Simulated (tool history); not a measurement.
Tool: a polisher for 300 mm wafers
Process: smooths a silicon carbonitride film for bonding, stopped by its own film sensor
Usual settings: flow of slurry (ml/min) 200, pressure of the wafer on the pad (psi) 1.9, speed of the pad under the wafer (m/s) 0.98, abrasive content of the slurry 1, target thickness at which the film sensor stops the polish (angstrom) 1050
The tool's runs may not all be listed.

| run | hour | flow of slurry (ml/min) | pressure of the wafer on the pad (psi) | speed of the pad under the wafer (m/s) | abrasive content of the slurry | target thickness at which the film sensor stops the polish (angstrom) | wafers since the last listed run | wafers polished on this pad | hours since the slurry nozzle was cleaned | hours since the head pressure was calibrated | hours since the slurry blender was calibrated | incoming thickness of the incoming film, nm | time until the film sensor stopped the polish (s) |
|---|---|---|---|---|---|---|---|---|---|---|---|---|---|
| 1 | 0 | 200 | 1.9 | 0.98 | 1 | 1050 | 0 | 697 | 248.1 | 459.2 | 53.8 | 130.5 | 141.3 |
| 2 | 15.3 | 200 | 1.9 | 1.18 | 1 | 1030 | 131 | 829 | 263.4 | 474.5 | 69.1 | 130.7 | 129.2 |
| 3 | 35.3 | 200 | 1.9 | 1.18 | 1 | 1030 | 172 | 1001 | 283.4 | 494.5 | 89.1 | 130.2 | 129.4 |
|  | 42.9 | worn pad replaced by a new one |
|  | 64.4 | head pressure recalibrated |
| 4 | 69.3 | 200 | 1.9 | 1.18 | 1 | 1030 | 241 | 210 | 317.4 | 4.9 | 123.1 | 130.4 | 129.7 |
| 5 | 102.9 | 200 | 1.9 | 0.98 | 1 | 1050 | 289 | 499 | 351 | 38.5 | 156.7 | 129.2 | 135.4 |
|  | 105.6 | slurry blender recalibrated |
| 6 | 125.7 | 200 | 1.9 | 0.98 | 1 | 1050 | 179 | 679 | 373.8 | 61.3 | 20.1 | 132.7 | 155.7 |
| 7 | 148 | 200 | 1.9 | 0.98 | 1 | 1050 | 192 | 871 | 396.1 | 83.6 | 42.4 | 132.2 | 152.2 |
|  | 164.5 | worn pad replaced by a new one |
| 8 | 181.4 | 200 | 1.9 | 0.98 | 1 | 1050 | 253 | 145 | 429.5 | 117 | 75.8 | 128.9 | 134.9 |
| 9 | 193.7 | 200 | 1.9 | 0.98 | 1 | 1050 | 105 | 251 | 441.8 | 129.3 | 88.1 | 127.7 | 128.1 |
| 10 | 209.6 | 200 | 1.9 | 0.98 | 1 | 1050 | 137 | 388 | 457.7 | 145.2 | 104 | 133 | 157 |
| 11 | 242.9 | 200 | 1.9 | 0.98 | 1 | 1050 | 286 | 675 | 491 | 178.5 | 137.3 | 130 | 140.2 |
|  | 270.8 | slurry blender recalibrated |
| 12 | 274.3 | 200 | 1.9 | 0.98 | 1 | 1050 | 253 | 928 | 522.4 | 209.9 | 3.5 | 132.1 | 151.9 |
| 13 | 299 | 255 | 2.4 | 0.98 | 1 | 1050 | 212 | 1141 | 547.1 | 234.6 | 28.2 | 130.8 | 109.2 |
|  | 310 | worn pad replaced by a new one |
| 14 | 333.1 | 255 | 2.4 | 0.98 | 1 | 1050 | 259 | 199 | 581.2 | 268.7 | 62.3 | 129.5 | 104.4 |
| 15 | 345.2 | 200 | 1.9 | 0.98 | 0.9 | 1140 | 104 | 303 | 593.3 | 280.8 | 74.4 | 128.1 | 88.3 |
| 16 | 363.6 | 200 | 1.9 | 0.98 | 1 | 1050 | 158 | 461 | 611.7 | 299.2 | 92.8 | 132 | 154 |
| 17 | 378.8 | 200 | 1.2 | 0.98 | 1 | 1010 | 130 | 592 | 626.9 | 314.4 | 108 | 128 | 239.1 |
| 18 | 402.7 | 200 | 1.9 | 0.98 | 1 | 1050 | 205 | 798 | 650.8 | 338.3 | 131.9 | 129.8 | 141.7 |
| 19 | 418.1 | 200 | 1.3 | 0.98 | 1.2 | 1050 | 132 | 931 | 666.2 | 353.7 | 147.3 | 131.4 | 196.6 |
|  | 422.2 | slurry blender recalibrated |
| 20 | 439.7 | 200 | 1.9 | 0.98 | 1 | 1050 | 168 | 1100 | 687.8 | 375.3 | 17.5 | 129.4 | 139.6 |
|  | 455.1 | worn pad replaced by a new one |
|  | 475.7 | slurry nozzle cleaned |
| 21 | 476.2 | 220 | 2.4 | 0.98 | 1 | 1000 | 271 | 173 | 0.5 | 411.8 | 54 | 130.9 | 127.3 |
|  | 492 | head pressure recalibrated |
| 22 | 500.8 | 200 | 1.9 | 0.72 | 0.85 | 1050 | 194 | 367 | 25.1 | 8.8 | 78.6 | 129.8 | 187.8 |
| 23 | 514.6 | 200 | 1.9 | 0.98 | 1 | 1050 | 118 | 486 | 38.9 | 22.6 | 92.4 | 128.4 | 124 |
| 24 | 566 | 200 | 1.7 | 0.98 | 1 | 1050 | 442 | 929 | 90.3 | 74 | 143.8 | 130.3 | 152.5 |
|  | 572.3 | slurry blender recalibrated |
|  | 586.8 | worn pad replaced by a new one |
| 25 | 597.8 | 200 | 1.3 | 0.98 | 1 | 1050 | 222 | 94 | 122.1 | 105.8 | 25.5 | 129.5 | 191.5 |
| 26 | 630.5 | 245 | 1.9 | 0.98 | 1.1 | 1050 | 281 | 376 | 154.8 | 138.5 | 58.2 | 132.2 | 133.8 |
| 27 | 650.1 | 200 | 1.9 | 0.98 | 0.8 | 980 | 168 | 545 | 174.4 | 158.1 | 77.8 | 130.9 | 217.7 |
| 28 | 668.5 | 200 | 2.5 | 0.98 | 1 | 1000 | 158 | 703 | 192.8 | 176.5 | 96.2 | 127.7 | 113.9 |
| 29 | 700.2 | 220 | 1.9 | 0.98 | 1 | 1120 | 273 | 976 | 224.5 | 208.2 | 127.9 | 130.3 | 100.8 |

3 ways to go on from here, each from the tool as it stands after run 29. What would each give?
| A | 700.7 | 155 | 1.9 | 0.98 | 1 | 1050 | 4 | 981 | 225 | 208.7 | 128.4 | 131.1 | ? |
| B | 700.7 | 155 | 2.2 | 0.72 | 1 | 1080 | 4 | 981 | 225 | 208.7 | 128.4 | 131.1 | ? |
| C | 700.7 | 200 | 1.9 | 1.1 | 1 | 1080 | 4 | 981 | 225 | 208.7 | 128.4 | 131.1 | ? |

| run | time until the film sensor stopped the polish (s) |
|---|---|
| A | 154 |
| B | 150.6 |
| C | 116.4 |
Without the tool's hidden state the same runs would have given:
| run | time until the film sensor stopped the polish (s) |
|---|---|
| A | 139.3 |
| B | 136.3 |
| C | 107.7 |
